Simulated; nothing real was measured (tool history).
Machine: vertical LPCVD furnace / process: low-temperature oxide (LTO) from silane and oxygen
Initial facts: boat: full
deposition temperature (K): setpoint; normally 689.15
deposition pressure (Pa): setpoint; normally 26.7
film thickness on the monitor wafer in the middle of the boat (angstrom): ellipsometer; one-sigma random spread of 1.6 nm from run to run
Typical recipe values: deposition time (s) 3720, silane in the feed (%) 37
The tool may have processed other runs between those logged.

| run | hour | deposition temperature (K) | deposition pressure (Pa) | deposition time (s) | silane in the feed (%) | wafers since the last listed run | hours since the last temperature calibration | hours since the pressure gauge was zeroed | hours since the silane flow controller was replaced | hours since the gauge calibration | read-back reference wafer on the same gauge, thickness | film thickness on the monitor wafer in the middle of the boat (angstrom) |
|---|---|---|---|---|---|---|---|---|---|---|---|---|
| 1 | 0.0 | 689.15 | 30.0 | 3720 | 37 | 0 | 3898.8 | 1966.3 | 2596.6 | 156.5 | 497.44 | 6226.7 |
| 2 | 65.5 | 689.15 | 30.0 | 3720 | 37 | 881 | 3964.3 | 2031.8 | 2662.1 | 222.0 | 497.60 | 6197.6 |
| 3 | 106.3 | 689.15 | 26.7 | 3720 | 37 | 548 | 4005.1 | 2072.6 | 2702.9 | 262.8 | 497.90 | 5475.5 |
| 4 | 134.0 | 689.15 | 26.7 | 3720 | 37 | 372 | 4032.8 | 2100.3 | 2730.6 | 290.5 | 498.16 | 5510.2 |
| 5 | 162.7 | 689.15 | 28.7 | 3720 | 35 | 386 | 4061.5 | 2129.0 | 2759.3 | 319.2 | 498.23 | 5500.2 |
| 6 | 189.0 | 689.15 | 28.7 | 3720 | 35 | 353 | 4087.8 | 2155.3 | 2785.6 | 345.5 | 497.43 | 5525.8 |
| 7 | 204.0 | 689.15 | 28.0 | 3720 | 37 | 201 | 4102.8 | 2170.3 | 2800.6 | 360.5 | 497.60 | 5767.4 |
| 8 | 234.1 | 689.15 | 28.0 | 3720 | 37 | 404 | 4132.9 | 2200.4 | 2830.7 | 390.6 | 498.31 | 5779.4 |
| 9 | 259.1 | 689.15 | 28.0 | 3720 | 37 | 336 | 4157.9 | 2225.4 | 2855.7 | 415.6 | 497.41 | 5785.0 |
| 10 | 282.8 | 689.15 | 30.0 | 4290 | 34 | 318 | 4181.6 | 2249.1 | 2879.4 | 439.3 | 497.84 | 6432.5 |
|  | 312.3 | silane flow controller replaced |
| 11 | 318.7 | 689.15 | 26.7 | 3720 | 37 | 160 | 4217.5 | 2285.0 | 6.4 | 475.2 | 498.09 | 5479.8 |
|  | 342.7 | gauge calibrated |
|  | 343.9 | thermocouples replaced and temperature profile calibrated |
|  | 369.1 | pressure gauge zeroed |
| 12 | 416.5 | 677.15 | 26.7 | 2670 | 39 | 669 | 72.6 | 47.4 | 104.2 | 73.8 | 497.97 | 3900.7 |
| 13 | 441.5 | 696.15 | 24.0 | 3720 | 37 | 336 | 97.6 | 72.4 | 129.2 | 98.8 | 497.22 | 5623.2 |
| 14 | 463.3 | 689.15 | 26.7 | 5070 | 37 | 293 | 119.4 | 94.2 | 151.0 | 120.6 | 497.91 | 7924.1 |
| 15 | 477.7 | 679.15 | 31.3 | 3720 | 37 | 193 | 133.8 | 108.6 | 165.4 | 135.0 | 498.01 | 6091.4 |
| 16 | 492.4 | 689.15 | 26.7 | 3720 | 37 | 197 | 148.5 | 123.3 | 180.1 | 149.7 | 497.61 | 5772.1 |
| 17 | 515.8 | 696.15 | 26.7 | 4620 | 37 | 314 | 171.9 | 146.7 | 203.5 | 173.1 | 498.24 | 7740.7 |
| 18 | 536.3 | 686.15 | 24.0 | 3030 | 42 | 275 | 192.4 | 167.2 | 224.0 | 193.6 | 497.11 | 4747.8 |
| 19 | 549.3 | 689.15 | 26.7 | 3720 | 42 | 174 | 205.4 | 180.2 | 237.0 | 206.6 | 497.81 | 6676.5 |

3 ways to go on from here, each from the tool as it stands after run 19. What would each give?
| A | 554.1 | 689.15 | 26.7 | 3720 | 37 | 64 | 210.2 | 185.0 | 241.8 | 211.4 | ? | ? |
| B | 554.1 | 693.15 | 22.0 | 2340 | 30 | 64 | 210.2 | 185.0 | 241.8 | 211.4 | ? | ? |
| C | 554.1 | 696.15 | 30.7 | 3000 | 30 | 64 | 210.2 | 185.0 | 241.8 | 211.4 | ? | ? |

| run | read-back reference wafer on the same gauge, thickness | film thickness on the monitor wafer in the middle of the boat (angstrom) |
|---|---|---|
| A | 498.44 | 5764.8 |
| B | 498.44 | 2363.4 |
| C | 498.44 | 4372.8 |
What these runs would have given with no unlogged condition in the tool:
| run | film thickness on the monitor wafer in the middle of the boat (angstrom) |
|---|---|
| A | 5794.5 |
| B | 2378.2 |
| C | 4392.4 |

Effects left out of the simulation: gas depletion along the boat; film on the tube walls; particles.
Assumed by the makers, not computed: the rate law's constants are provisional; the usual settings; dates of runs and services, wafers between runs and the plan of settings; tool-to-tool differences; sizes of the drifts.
